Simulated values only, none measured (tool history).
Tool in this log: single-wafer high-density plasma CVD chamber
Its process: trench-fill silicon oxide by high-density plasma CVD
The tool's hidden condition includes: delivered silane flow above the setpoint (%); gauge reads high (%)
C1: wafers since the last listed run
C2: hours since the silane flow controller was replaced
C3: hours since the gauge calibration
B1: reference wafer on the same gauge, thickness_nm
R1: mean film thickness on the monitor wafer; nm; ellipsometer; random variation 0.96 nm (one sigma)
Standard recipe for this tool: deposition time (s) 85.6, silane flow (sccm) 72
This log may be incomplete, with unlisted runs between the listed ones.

Run 1, hour 0.0: usual settings; C1 0; C2 2683.2; C3 255.8; B1 748.979. Result: R1 613.766 nm.
At hour 10.8: gauge calibrated.
Run 2, hour 12.1: usual settings; C1 113; C2 2695.3; C3 1.3; B1 748.778. Result: R1 612.831 nm.
Run 3, hour 19.3: usual settings; C1 67; C2 2702.5; C3 8.5; B1 749.123. Result: R1 612.764 nm.
Run 4, hour 35.9: usual settings; C1 155; C2 2719.1; C3 25.1; B1 749.041. Result: R1 613.151 nm.
Run 5, hour 45.7: usual settings; C1 91; C2 2728.9; C3 34.9; B1 748.965. Result: R1 612.157 nm.
Run 6, hour 52.5: usual settings but deposition time (s) 78.5, silane flow (sccm) 83; C1 63; C2 2735.7; C3 41.7; B1 748.751. Result: R1 628.498 nm.
Run 7, hour 64.4: usual settings but deposition time (s) 78.5, silane flow (sccm) 83; C1 111; C2 2747.6; C3 53.6; B1 749.193. Result: R1 628.319 nm.
Run 8, hour 79.3: usual settings but silane flow (sccm) 67; C1 139; C2 2762.5; C3 68.5; B1 748.783. Result: R1 580.117 nm.
Run 9, hour 89.6: usual settings but deposition time (s) 77.9, silane flow (sccm) 61; C1 96; C2 2772.8; C3 78.8; B1 748.745. Result: R1 488.897 nm.
Run 10, hour 96.6: usual settings but deposition time (s) 77.9, silane flow (sccm) 61; C1 65; C2 2779.8; C3 85.8; B1 748.963. Result: R1 490.733 nm.
Run 11, hour 108.2: usual settings; C1 108; C2 2791.4; C3 97.4; B1 749.158. Result: R1 612.180 nm.
Run 12, hour 116.1: usual settings; C1 73; C2 2799.3; C3 105.3; B1 748.770. Result: R1 613.296 nm.
Run 13, hour 126.4: usual settings; C1 96; C2 2809.6; C3 115.6; B1 749.424. Result: R1 613.093 nm.
Run 14, hour 141.5: usual settings; C1 141; C2 2824.7; C3 130.7; B1 749.259. Result: R1 611.473 nm.
Run 15, hour 148.8: usual settings; C1 68; C2 2832.0; C3 138.0; B1 748.833. Result: R1 612.521 nm.
Run 16, hour 162.3: usual settings; C1 126; C2 2845.5; C3 151.5; B1 749.238. Result: R1 611.356 nm.
Run 17, hour 173.1: usual settings; C1 101; C2 2856.3; C3 162.3; B1 749.274. Result: R1 613.772 nm.
Run 18, hour 190.4: usual settings but silane flow (sccm) 79; C1 161; C2 2873.6; C3 179.6; B1 748.910. Result: R1 660.051 nm.
At hour 207.0: silane flow controller replaced.
Run 19, hour 207.5: usual settings; C1 85; C2 0.5; C3 196.7; B1 749.224. Result: R1 640.681 nm.
Run 20, hour 209.4: usual settings but deposition time (s) 73.3, silane flow (sccm) 62; C1 17; C2 2.4; C3 198.6; B1 749.175. Result: R1 486.924 nm.
Run 21, hour 223.3: usual settings but deposition time (s) 94.9, silane flow (sccm) 62; C1 130; C2 16.3; C3 212.5; B1 749.233. Result: R1 633.079 nm.
Run 22, hour 237.7: usual settings but deposition time (s) 71.1, silane flow (sccm) 83; C1 134; C2 30.7; C3 226.9; B1 749.000. Result: R1 595.484 nm.
Run 23, hour 250.9: usual settings; C1 123; C2 43.9; C3 240.1; B1 749.141. Result: R1 639.579 nm.
Run 24, hour 267.7: usual settings but deposition time (s) 69.8, silane flow (sccm) 66; C1 157; C2 60.7; C3 256.9; B1 749.263. Result: R1 486.406 nm.
Run 25, hour 283.4: usual settings but deposition time (s) 78.8, silane flow (sccm) 81; C1 146; C2 76.4; C3 272.6; B1 748.964. Result: R1 645.176 nm.
Run 26, hour 293.7: usual settings but deposition time (s) 77.5, silane flow (sccm) 80; C1 96; C2 86.7; C3 282.9; B1 749.076. Result: R1 628.792 nm.
At hour 294.7: gauge calibrated.
Run 27, hour 310.6: usual settings but silane flow (sccm) 58; C1 158; C2 103.6; C3 15.9; B1 749.282. Result: R1 539.110 nm.
Run 28, hour 328.4: usual settings but deposition time (s) 80.6, silane flow (sccm) 76; C1 166; C2 121.4; C3 33.7; B1 748.831. Result: R1 626.852 nm.
Run 29, hour 336.3: usual settings but silane flow (sccm) 84; C1 73; C2 129.3; C3 41.6; B1 749.408. Result: R1 720.294 nm.
Run 30, hour 343.6: usual settings but deposition time (s) 97.4, silane flow (sccm) 80; C1 68; C2 136.6; C3 48.9; B1 749.065. Result: R1 787.580 nm.
Run 31, hour 355.1: usual settings but silane flow (sccm) 77; C1 107; C2 148.1; C3 60.4; B1 749.117. Result: R1 670.285 nm.
Run 32, hour 371.1: usual settings; C1 149; C2 164.1; C3 76.4; B1 748.793. Result: R1 635.542 nm.
Run 33, hour 377.3: usual settings but deposition time (s) 97.4, silane flow (sccm) 60; C1 58; C2 170.3; C3 82.6; B1 749.408. Result: R1 627.456 nm.
Run 34, hour 392.1: usual settings but deposition time (s) 80.6, silane flow (sccm) 76; C1 138; C2 185.1; C3 97.4; B1 748.912. Result: R1 624.905 nm.
Run 35, hour 402.3: usual settings but deposition time (s) 73.1; C1 95; C2 195.3; C3 107.6; B1 749.186. Result: R1 542.099 nm.

Branching from run 35: 5 alternative next runs. What would each branch give?
Run A, hour 402.7: usual settings; C1 3; C2 195.7; C3 108.0; B1 ?. Result: R1 ?.
Run B, hour 402.7: usual settings but deposition time (s) 95.6, silane flow (sccm) 79; C1 3; C2 195.7; C3 108.0; B1 ?. Result: R1 ?.
Run C, hour 402.7: usual settings but deposition time (s) 69.5, silane flow (sccm) 63; C1 3; C2 195.7; C3 108.0; B1 ?. Result: R1 ?.
Run D, hour 402.7: usual settings but deposition time (s) 98.3, silane flow (sccm) 77; C1 3; C2 195.7; C3 108.0; B1 ?. Result: R1 ?.
Run E, hour 402.7: usual settings but deposition time (s) 69.5, silane flow (sccm) 77; C1 3; C2 195.7; C3 108.0; B1 ?. Result: R1 ?.

run       B1       R1
  A  749.359  635.280
  B  749.359  764.231
  C  749.359  464.633
  D  749.359  769.734
  E  749.359  544.217
With the hidden condition removed and each run's random variation left untouched, the same runs would have given:
run       R1
  A  640.190
  B  770.137
  C  468.224
  D  775.683
  E  548.423
